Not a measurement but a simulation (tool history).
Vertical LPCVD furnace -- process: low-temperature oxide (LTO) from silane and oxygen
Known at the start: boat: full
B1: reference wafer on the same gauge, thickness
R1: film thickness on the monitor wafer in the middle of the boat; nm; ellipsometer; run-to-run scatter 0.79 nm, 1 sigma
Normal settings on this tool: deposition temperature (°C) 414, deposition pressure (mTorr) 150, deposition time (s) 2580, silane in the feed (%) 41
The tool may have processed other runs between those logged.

run 1 hour=0 | deposition_temperature_(°C)=414 deposition_pressure_(mTorr)=150 deposition_time_(s)=2580 silane_in_the_feed_(%)=41 | B1=360.33 | R1=339.71
run 2 hour=65.9 | deposition_temperature_(°C)=414 deposition_pressure_(mTorr)=150 deposition_time_(s)=2580 silane_in_the_feed_(%)=41 | B1=359.98 | R1=338.16
run 3 hour=137.4 | deposition_temperature_(°C)=414 deposition_pressure_(mTorr)=150 deposition_time_(s)=2580 silane_in_the_feed_(%)=41 | B1=359.74 | R1=339.13
run 4 hour=165 | deposition_temperature_(°C)=414 deposition_pressure_(mTorr)=150 deposition_time_(s)=2580 silane_in_the_feed_(%)=41 | B1=359.68 | R1=338.98
run 5 hour=216.8 | deposition_temperature_(°C)=414 deposition_pressure_(mTorr)=150 deposition_time_(s)=2580 silane_in_the_feed_(%)=41 | B1=359.78 | R1=337.45
run 6 hour=264.1 | deposition_temperature_(°C)=414 deposition_pressure_(mTorr)=150 deposition_time_(s)=2580 silane_in_the_feed_(%)=41 | B1=360.05 | R1=338.92
run 7 hour=291.1 | deposition_temperature_(°C)=414 deposition_pressure_(mTorr)=150 deposition_time_(s)=2580 silane_in_the_feed_(%)=41 | B1=359.81 | R1=337.65
-- hour=322.1 silane flow controller replaced
run 8 hour=341.2 | deposition_temperature_(°C)=417 deposition_pressure_(mTorr)=165 deposition_time_(s)=1710 silane_in_the_feed_(%)=49 | B1=359.98 | R1=300.85
-- hour=375.2 gauge calibrated
run 9 hour=388 | deposition_temperature_(°C)=414 deposition_pressure_(mTorr)=150 deposition_time_(s)=2580 silane_in_the_feed_(%)=41 | B1=364.83 | R1=343.42
run 10 hour=421 | deposition_temperature_(°C)=422 deposition_pressure_(mTorr)=150 deposition_time_(s)=2580 silane_in_the_feed_(%)=47 | B1=364.06 | R1=424.06
run 11 hour=448.2 | deposition_temperature_(°C)=411 deposition_pressure_(mTorr)=150 deposition_time_(s)=2580 silane_in_the_feed_(%)=36 | B1=363.84 | R1=283.48
-- hour=479.1 thermocouples replaced and temperature profile calibrated
run 12 hour=512.7 | deposition_temperature_(°C)=414 deposition_pressure_(mTorr)=150 deposition_time_(s)=2580 silane_in_the_feed_(%)=41 | B1=362.55 | R1=341.21
-- hour=536.7 pressure gauge zeroed
run 13 hour=580.8 | deposition_temperature_(°C)=409 deposition_pressure_(mTorr)=125 deposition_time_(s)=1830 silane_in_the_feed_(%)=43 | B1=362.18 | R1=201.55
run 14 hour=738.5 | deposition_temperature_(°C)=422 deposition_pressure_(mTorr)=120 deposition_time_(s)=2580 silane_in_the_feed_(%)=41 | B1=361.25 | R1=296.04

Branching from run 14: 3 alternative next runs. What would each branch give?
run A hour=743.9 | deposition_temperature_(°C)=414 deposition_pressure_(mTorr)=150 deposition_time_(s)=2580 silane_in_the_feed_(%)=41 | B1=? | R1=?
run B hour=743.9 | deposition_temperature_(°C)=414 deposition_pressure_(mTorr)=150 deposition_time_(s)=3000 silane_in_the_feed_(%)=41 | B1=? | R1=?
run C hour=743.9 | deposition_temperature_(°C)=420 deposition_pressure_(mTorr)=150 deposition_time_(s)=1920 silane_in_the_feed_(%)=41 | B1=? | R1=?

run=A B1=361.18 R1=339.05
run=B B1=361.18 R1=394.24
run=C B1=361.18 R1=268.3
What these runs would have given with no unlogged condition in the tool:
run=A R1=342.75
run=B R1=398.55
run=C R1=271.23

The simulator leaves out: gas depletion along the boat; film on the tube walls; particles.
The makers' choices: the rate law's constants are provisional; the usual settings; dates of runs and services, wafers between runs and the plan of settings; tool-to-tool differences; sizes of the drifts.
